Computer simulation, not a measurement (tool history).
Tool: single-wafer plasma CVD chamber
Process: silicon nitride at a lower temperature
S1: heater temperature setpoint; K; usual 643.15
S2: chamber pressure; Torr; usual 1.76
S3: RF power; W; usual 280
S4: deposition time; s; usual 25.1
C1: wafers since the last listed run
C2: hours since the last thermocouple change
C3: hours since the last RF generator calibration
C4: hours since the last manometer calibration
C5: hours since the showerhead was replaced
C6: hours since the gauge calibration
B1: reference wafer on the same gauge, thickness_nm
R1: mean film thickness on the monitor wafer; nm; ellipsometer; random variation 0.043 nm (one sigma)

Run 1, hour 0: usual settings; C1 0; C2 871.2; C3 2114.2; C4 1664.4; C5 4509.4; C6 59; B1 30.691. Result: R1 26.372 nm.
Run 2, hour 15.3: usual settings; C1 461; C2 886.5; C3 2129.5; C4 1679.7; C5 4524.7; C6 74.3; B1 30.698. Result: R1 26.459 nm.
Run 3, hour 26.7: usual settings; C1 343; C2 897.9; C3 2140.9; C4 1691.1; C5 4536.1; C6 85.7; B1 30.693. Result: R1 26.386 nm.
Run 4, hour 37.6: usual settings but S4 26.5 s; C1 328; C2 908.8; C3 2151.8; C4 1702; C5 4547; C6 96.6; B1 30.719. Result: R1 27.869 nm.
At hour 49: gauge calibrated.
Run 5, hour 53.6: usual settings; C1 482; C2 924.8; C3 2167.8; C4 1718; C5 4563; C6 4.6; B1 30.7. Result: R1 26.343 nm.
At hour 69.7: showerhead replaced, of another model than before.
Run 6, hour 70.4: usual settings; C1 265; C2 941.6; C3 2184.6; C4 1734.8; C5 0.7; C6 21.4; B1 30.703. Result: R1 27.301 nm.
At hour 81.4: RF generator calibrated.
Run 7, hour 86.5: usual settings but S2 1.54 Torr; C1 244; C2 957.7; C3 5.1; C4 1750.9; C5 16.8; C6 37.5; B1 30.707. Result: R1 28.136 nm.
At hour 99.2: thermocouple changed; heater temperature recalibrated.
Run 8, hour 99.7: usual settings but S3 230 W; C1 156; C2 0.5; C3 18.3; C4 1764.1; C5 30; C6 50.7; B1 30.697. Result: R1 25.932 nm.
Run 9, hour 100.5: usual settings but S1 637.15 K; C1 24; C2 1.3; C3 19.1; C4 1764.9; C5 30.8; C6 51.5; B1 30.707. Result: R1 28.896 nm.
At hour 109.4: capacitance manometer re-zeroed and calibrated.
Run 10, hour 109.9: usual settings; C1 42; C2 10.7; C3 28.5; C4 0.5; C5 40.2; C6 60.9; B1 30.706. Result: R1 28.779 nm.
Run 11, hour 116.1: usual settings but S1 632.15 K; C1 186; C2 16.9; C3 34.7; C4 6.7; C5 46.4; C6 67.1; B1 30.705. Result: R1 28.843 nm.
Run 12, hour 122.5: usual settings; C1 192; C2 23.3; C3 41.1; C4 13.1; C5 52.8; C6 73.5; B1 30.705. Result: R1 28.671 nm.
Run 13, hour 134.4: usual settings but S3 310 W; C1 358; C2 35.2; C3 53; C4 25; C5 64.7; C6 85.4; B1 30.723. Result: R1 30.335 nm.
Run 14, hour 145.3: usual settings but S1 632.15 K, S2 2.07 Torr, S3 235 W, S4 20.1 s; C1 328; C2 46.1; C3 63.9; C4 35.9; C5 75.6; C6 96.3; B1 30.686. Result: R1 21.683 nm.
Run 15, hour 152.7: usual settings; C1 223; C2 53.5; C3 71.3; C4 43.3; C5 83; C6 103.7; B1 30.692. Result: R1 28.632 nm.

3 ways to go on from here, each from the tool as it stands after run 15. What would each give?
Run A, hour 153.1: usual settings but S1 629.15 K; C1 12; C2 53.9; C3 71.7; C4 43.7; C5 83.4; C6 104.1; B1 ?. Result: R1 ?.
Run B, hour 153.1: usual settings but S4 28.5 s; C1 12; C2 53.9; C3 71.7; C4 43.7; C5 83.4; C6 104.1; B1 ?. Result: R1 ?.
Run C, hour 153.1: usual settings but S2 1.98 Torr, S4 21.1 s; C1 12; C2 53.9; C3 71.7; C4 43.7; C5 83.4; C6 104.1; B1 ?. Result: R1 ?.

run      B1      R1
  A  30.693   28.77
  B  30.693  32.478
  C  30.693  24.567
Without the tool's hidden state the same runs would have given:
run      R1
  A   28.93
  B  32.658
  C  24.703
